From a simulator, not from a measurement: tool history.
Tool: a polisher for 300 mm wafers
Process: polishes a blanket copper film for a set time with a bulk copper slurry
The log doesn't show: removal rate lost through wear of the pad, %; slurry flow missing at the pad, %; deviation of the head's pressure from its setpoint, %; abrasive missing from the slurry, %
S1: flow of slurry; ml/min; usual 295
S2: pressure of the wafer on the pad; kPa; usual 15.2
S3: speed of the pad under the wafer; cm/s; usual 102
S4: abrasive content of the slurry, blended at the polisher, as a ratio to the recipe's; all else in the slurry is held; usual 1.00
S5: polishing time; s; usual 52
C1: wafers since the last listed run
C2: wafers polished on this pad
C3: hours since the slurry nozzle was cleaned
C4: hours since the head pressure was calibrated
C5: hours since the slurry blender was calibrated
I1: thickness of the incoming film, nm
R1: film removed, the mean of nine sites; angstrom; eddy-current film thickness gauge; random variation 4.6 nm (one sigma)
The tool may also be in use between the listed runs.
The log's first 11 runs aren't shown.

run 12 hour=257.2 | S1=295 S2=20.0 S3=80 S4=1.20 S5=65 | C1=185 C2=1210 C3=333.7 C4=242.3 C5=207.1 | I1=2300.2 | R1=4785
-- hour=269.5 slurry blender recalibrated
run 13 hour=287.5 | S1=295 S2=15.2 S3=102 S4=1.00 S5=52 | C1=286 C2=1497 C3=364.0 C4=272.6 C5=18.0 | I1=2263.1 | R1=3668
run 14 hour=309.5 | S1=295 S2=15.2 S3=102 S4=1.00 S5=46 | C1=222 C2=1720 C3=386.0 C4=294.6 C5=40.0 | I1=2308.7 | R1=3114
run 15 hour=340.8 | S1=195 S2=17.9 S3=102 S4=1.10 S5=65 | C1=317 C2=2037 C3=417.3 C4=325.9 C5=71.3 | I1=2256.5 | R1=5206
run 16 hour=363.1 | S1=295 S2=19.3 S3=102 S4=0.70 S5=52 | C1=225 C2=2263 C3=439.6 C4=348.2 C5=93.6 | I1=2306.7 | R1=4126
-- hour=381.5 worn pad replaced by a new one
run 17 hour=389.6 | S1=295 S2=12.4 S3=102 S4=1.00 S5=58 | C1=227 C2=82 C3=466.1 C4=374.7 C5=120.1 | I1=2310.1 | R1=3214
run 18 hour=423.0 | S1=295 S2=15.2 S3=102 S4=1.00 S5=52 | C1=338 C2=420 C3=499.5 C4=408.1 C5=153.5 | I1=2258.1 | R1=3392
run 19 hour=446.6 | S1=320 S2=15.2 S3=82 S4=1.00 S5=67 | C1=239 C2=659 C3=523.1 C4=431.7 C5=177.1 | I1=2288.4 | R1=3656
run 20 hour=469.1 | S1=240 S2=11.0 S3=102 S4=1.00 S5=52 | C1=227 C2=887 C3=545.6 C4=454.2 C5=199.6 | I1=2283.5 | R1=2388
-- hour=478.0 slurry nozzle cleaned
run 21 hour=488.8 | S1=295 S2=17.9 S3=112 S4=1.00 S5=40 | C1=189 C2=1077 C3=10.8 C4=473.9 C5=219.3 | I1=2266.0 | R1=3245
-- hour=503.5 slurry blender recalibrated
-- hour=511.0 head pressure recalibrated
run 22 hour=514.3 | S1=295 S2=15.2 S3=76 S4=1.00 S5=68 | C1=217 C2=1295 C3=36.3 C4=3.3 C5=10.8 | I1=2273.3 | R1=3750
run 23 hour=531.7 | S1=230 S2=18.6 S3=102 S4=1.00 S5=35 | C1=176 C2=1471 C3=53.7 C4=20.7 C5=28.2 | I1=2297.8 | R1=2948
run 24 hour=567.1 | S1=295 S2=15.2 S3=78 S4=1.00 S5=52 | C1=358 C2=1830 C3=89.1 C4=56.1 C5=63.6 | I1=2250.7 | R1=2866
run 25 hour=593.2 | S1=295 S2=15.2 S3=102 S4=1.00 S5=52 | C1=264 C2=2094 C3=115.2 C4=82.2 C5=89.7 | I1=2247.6 | R1=3523
-- hour=602.8 worn pad replaced by a new one
run 26 hour=623.3 | S1=295 S2=15.2 S3=102 S4=1.00 S5=52 | C1=264 C2=208 C3=145.3 C4=112.3 C5=119.8 | I1=2270.1 | R1=3474
run 27 hour=654.1 | S1=295 S2=12.4 S3=116 S4=1.00 S5=35 | C1=312 C2=520 C3=176.1 C4=143.1 C5=150.6 | I1=2278.2 | R1=2164
run 28 hour=681.0 | S1=295 S2=15.2 S3=102 S4=0.90 S5=60 | C1=272 C2=792 C3=203.0 C4=170.0 C5=177.5 | I1=2257.4 | R1=3873
run 29 hour=703.0 | S1=340 S2=15.2 S3=102 S4=1.00 S5=52 | C1=222 C2=1015 C3=225.0 C4=192.0 C5=199.5 | I1=2266.6 | R1=3437
run 30 hour=722.0 | S1=295 S2=15.2 S3=102 S4=1.00 S5=52 | C1=192 C2=1208 C3=244.0 C4=211.0 C5=218.5 | I1=2313.4 | R1=3442
run 31 hour=753.4 | S1=190 S2=15.2 S3=74 S4=1.10 S5=52 | C1=318 C2=1526 C3=275.4 C4=242.4 C5=249.9 | I1=2301.0 | R1=2600

Forecast each of these 3 alternatives for the next run:
run A hour=753.8 | S1=295 S2=15.2 S3=136 S4=1.00 S5=52 | C1=4 C2=1530 C3=275.8 C4=242.8 C5=250.3 | I1=2285.1 | R1=?
run B hour=753.8 | S1=295 S2=19.3 S3=102 S4=1.00 S5=70 | C1=4 C2=1530 C3=275.8 C4=242.8 C5=250.3 | I1=2285.1 | R1=?
run C hour=753.8 | S1=295 S2=9.7 S3=102 S4=1.00 S5=45 | C1=4 C2=1530 C3=275.8 C4=242.8 C5=250.3 | I1=2285.1 | R1=?

run=A R1=4334
run=B R1=5761
run=C R1=1852
Without the tool's hidden state the same runs would have given:
run=A R1=4761
run=B R1=6329
run=C R1=2034
